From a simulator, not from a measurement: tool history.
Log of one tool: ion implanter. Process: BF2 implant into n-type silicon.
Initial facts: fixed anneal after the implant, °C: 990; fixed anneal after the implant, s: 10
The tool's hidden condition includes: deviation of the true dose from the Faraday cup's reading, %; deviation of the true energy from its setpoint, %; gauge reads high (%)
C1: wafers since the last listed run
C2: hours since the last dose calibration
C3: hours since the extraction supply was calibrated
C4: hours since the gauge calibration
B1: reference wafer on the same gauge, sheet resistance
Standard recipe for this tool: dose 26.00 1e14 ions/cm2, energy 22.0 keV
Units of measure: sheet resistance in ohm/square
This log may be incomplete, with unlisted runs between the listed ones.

{"run": 1, "day": 0.0, "dose": 26.0, "energy": 22.0, "C1": 0, "C2": 1153.3, "C3": 1996.7, "C4": 434.0, "B1": 163.75, "sheet resistance": 175.28}
{"run": 2, "day": 1.088, "dose": 29.86, "energy": 20.0, "C1": 883, "C2": 1179.4, "C3": 2022.8, "C4": 460.1, "B1": 163.93, "sheet resistance": 182.47}
{"run": 3, "day": 3.279, "dose": 29.86, "energy": 20.0, "C1": 1779, "C2": 1232.0, "C3": 2075.4, "C4": 512.7, "B1": 163.89, "sheet resistance": 182.17}
{"run": 4, "day": 4.492, "dose": 29.86, "energy": 20.0, "C1": 984, "C2": 1261.1, "C3": 2104.5, "C4": 541.8, "B1": 163.69, "sheet resistance": 182.4}
{"run": 5, "day": 7.2, "dose": 26.0, "energy": 22.0, "C1": 2199, "C2": 1326.1, "C3": 2169.5, "C4": 606.8, "B1": 163.86, "sheet resistance": 175.93}
{"run": 6, "day": 12.412, "dose": 26.0, "energy": 22.0, "C1": 4233, "C2": 1451.2, "C3": 2294.6, "C4": 731.9, "B1": 163.96, "sheet resistance": 176.03}
{"run": 7, "day": 13.975, "dose": 26.0, "energy": 22.0, "C1": 1268, "C2": 1488.7, "C3": 2332.1, "C4": 769.4, "B1": 164.09, "sheet resistance": 174.37}
{"run": 8, "day": 16.438, "dose": 21.81, "energy": 18.5, "C1": 1999, "C2": 1547.8, "C3": 2391.2, "C4": 828.5, "B1": 163.69, "sheet resistance": 196.42}
{"day": 17.254, "done": "extraction supply calibrated"}
{"run": 9, "day": 18.221, "dose": 19.91, "energy": 22.0, "C1": 1177, "C2": 1590.6, "C3": 23.2, "C4": 871.3, "B1": 164.05, "sheet resistance": 179.6}
{"run": 10, "day": 21.121, "dose": 19.91, "energy": 22.0, "C1": 2355, "C2": 1660.2, "C3": 92.8, "C4": 940.9, "B1": 164.12, "sheet resistance": 180.6}
{"run": 11, "day": 22.971, "dose": 19.91, "energy": 22.0, "C1": 1502, "C2": 1704.6, "C3": 137.2, "C4": 985.3, "B1": 164.06, "sheet resistance": 181.19}
{"run": 12, "day": 24.871, "dose": 26.0, "energy": 22.0, "C1": 1543, "C2": 1750.2, "C3": 182.8, "C4": 1030.9, "B1": 164.21, "sheet resistance": 175.68}
{"run": 13, "day": 33.829, "dose": 19.69, "energy": 14.5, "C1": 7275, "C2": 1965.2, "C3": 397.8, "C4": 1245.9, "B1": 164.29, "sheet resistance": 227.2}
{"day": 34.9, "done": "Faraday cup replaced and dose calibrated"}
{"run": 14, "day": 35.179, "dose": 23.49, "energy": 26.0, "C1": 825, "C2": 6.7, "C3": 430.2, "C4": 1278.3, "B1": 163.83, "sheet resistance": 161.7}
{"run": 15, "day": 36.458, "dose": 26.0, "energy": 14.5, "C1": 1038, "C2": 37.4, "C3": 460.9, "C4": 1309.0, "B1": 163.84, "sheet resistance": 220.31}
{"day": 36.817, "done": "gauge calibrated"}
{"run": 16, "day": 38.171, "dose": 20.78, "energy": 18.0, "C1": 1390, "C2": 78.5, "C3": 502.0, "C4": 32.5, "B1": 163.95, "sheet resistance": 202.41}
{"run": 17, "day": 40.533, "dose": 26.0, "energy": 22.0, "C1": 1918, "C2": 135.2, "C3": 558.7, "C4": 89.2, "B1": 163.81, "sheet resistance": 174.81}
{"run": 18, "day": 42.183, "dose": 26.0, "energy": 22.0, "C1": 1340, "C2": 174.8, "C3": 598.3, "C4": 128.8, "B1": 163.85, "sheet resistance": 175.75}

What will run 19 give?
{"run": 19, "day": 43.742, "dose": 20.61, "energy": 22.0, "C1": 1265, "C2": 212.2, "C3": 635.7, "C4": 166.2, "B1": "?", "sheet resistance": "?"}

Run 19 produced B1 163.73, sheet resistance 181.65 ohm/square.
The same run, on a tool lacking any hidden state, would have yielded sheet resistance 181.65 ohm/square.

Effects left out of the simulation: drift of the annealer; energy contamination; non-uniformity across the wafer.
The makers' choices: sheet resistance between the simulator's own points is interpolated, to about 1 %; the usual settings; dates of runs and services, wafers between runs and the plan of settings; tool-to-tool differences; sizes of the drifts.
